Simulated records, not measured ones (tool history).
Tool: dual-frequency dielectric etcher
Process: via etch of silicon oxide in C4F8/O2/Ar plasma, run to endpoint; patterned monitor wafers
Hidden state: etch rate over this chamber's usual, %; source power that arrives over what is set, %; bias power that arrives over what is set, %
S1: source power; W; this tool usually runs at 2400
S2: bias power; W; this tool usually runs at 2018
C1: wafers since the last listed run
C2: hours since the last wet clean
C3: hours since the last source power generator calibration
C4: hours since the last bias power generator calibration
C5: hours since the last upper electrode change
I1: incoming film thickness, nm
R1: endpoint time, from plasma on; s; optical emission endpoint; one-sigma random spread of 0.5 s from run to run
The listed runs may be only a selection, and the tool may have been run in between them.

| run | hour | S1 | S2 | C1 | C2 | C3 | C4 | C5 | I1 | R1 |
|---|---|---|---|---|---|---|---|---|---|---|
| 1 | 0.0 | 2400 | 2018 | 0 | 272.0 | 4139.6 | 4227.5 | 4765.3 | 775.5 | 143.6 |
| 2 | 10.3 | 2400 | 2018 | 53 | 282.3 | 4149.9 | 4237.8 | 4775.6 | 771.8 | 143.2 |
| 3 | 18.7 | 2400 | 2018 | 43 | 290.7 | 4158.3 | 4246.2 | 4784.0 | 768.0 | 141.9 |
| 4 | 35.1 | 2400 | 2018 | 85 | 307.1 | 4174.7 | 4262.6 | 4800.4 | 778.5 | 144.4 |
|  | 62.0 | wet clean of the chamber |
| 5 | 62.5 | 2400 | 2018 | 17 | 0.5 | 4202.1 | 4290.0 | 4827.8 | 779.4 | 144.7 |
| 6 | 66.7 | 2710 | 2018 | 21 | 4.7 | 4206.3 | 4294.2 | 4832.0 | 777.0 | 139.3 |
| 7 | 73.5 | 2710 | 2018 | 35 | 11.5 | 4213.1 | 4301.0 | 4838.8 | 781.1 | 140.1 |
| 8 | 107.4 | 2710 | 2018 | 176 | 45.4 | 4247.0 | 4334.9 | 4872.7 | 774.2 | 138.4 |
|  | 124.6 | source power generator calibrated |
|  | 133.9 | upper electrode replaced |
| 9 | 134.4 | 2240 | 2018 | 71 | 72.4 | 9.8 | 4361.9 | 0.5 | 786.6 | 147.5 |
| 10 | 134.8 | 2720 | 2018 | 2 | 72.8 | 10.2 | 4362.3 | 0.9 | 769.2 | 138.3 |
| 11 | 146.4 | 2720 | 2018 | 60 | 84.4 | 21.8 | 4373.9 | 12.5 | 775.1 | 138.9 |
| 12 | 157.4 | 2400 | 2018 | 57 | 95.4 | 32.8 | 4384.9 | 23.5 | 769.5 | 141.7 |
| 13 | 167.8 | 2400 | 2018 | 54 | 105.8 | 43.2 | 4395.3 | 33.9 | 771.7 | 143.1 |
| 14 | 183.8 | 2400 | 2018 | 83 | 121.8 | 59.2 | 4411.3 | 49.9 | 777.6 | 144.1 |
| 15 | 190.7 | 2400 | 2018 | 35 | 128.7 | 66.1 | 4418.2 | 56.8 | 780.5 | 144.6 |
| 16 | 204.1 | 2880 | 2018 | 69 | 142.1 | 79.5 | 4431.6 | 70.2 | 773.5 | 136.2 |
| 17 | 220.5 | 2400 | 2018 | 85 | 158.5 | 95.9 | 4448.0 | 86.6 | 765.8 | 141.1 |
| 18 | 234.5 | 2400 | 2018 | 72 | 172.5 | 109.9 | 4462.0 | 100.6 | 775.0 | 144.3 |
| 19 | 245.7 | 2880 | 2265 | 58 | 183.7 | 121.1 | 4473.2 | 111.8 | 771.3 | 132.9 |
| 20 | 262.2 | 2400 | 2018 | 85 | 200.2 | 137.6 | 4489.7 | 128.3 | 774.0 | 143.3 |
| 21 | 274.3 | 2670 | 2018 | 62 | 212.3 | 149.7 | 4501.8 | 140.4 | 775.4 | 139.9 |
| 22 | 292.2 | 2190 | 2397 | 93 | 230.2 | 167.6 | 4519.7 | 158.3 | 772.1 | 140.6 |
|  | 296.3 | bias power generator calibrated |
| 23 | 307.7 | 1920 | 1586 | 59 | 245.7 | 183.1 | 11.4 | 173.8 | 772.4 | 158.6 |
| 24 | 314.3 | 2880 | 1680 | 34 | 252.3 | 189.7 | 18.0 | 180.4 | 770.0 | 141.7 |
| 25 | 330.8 | 2850 | 1779 | 85 | 268.8 | 206.2 | 34.5 | 196.9 | 768.3 | 140.1 |
| 26 | 342.4 | 2800 | 2447 | 60 | 280.4 | 217.8 | 46.1 | 208.5 | 770.9 | 130.6 |

Expected results for the next run?
| 27 | 358.5 | 2180 | 2018 | 83 | 296.5 | 233.9 | 62.2 | 224.6 | 770.3 | ? |

Run 27 measured R1 144.8 s.
Were there no unlogged condition in the tool, this run, its random variation unchanged, would have produced R1 144.8 s.

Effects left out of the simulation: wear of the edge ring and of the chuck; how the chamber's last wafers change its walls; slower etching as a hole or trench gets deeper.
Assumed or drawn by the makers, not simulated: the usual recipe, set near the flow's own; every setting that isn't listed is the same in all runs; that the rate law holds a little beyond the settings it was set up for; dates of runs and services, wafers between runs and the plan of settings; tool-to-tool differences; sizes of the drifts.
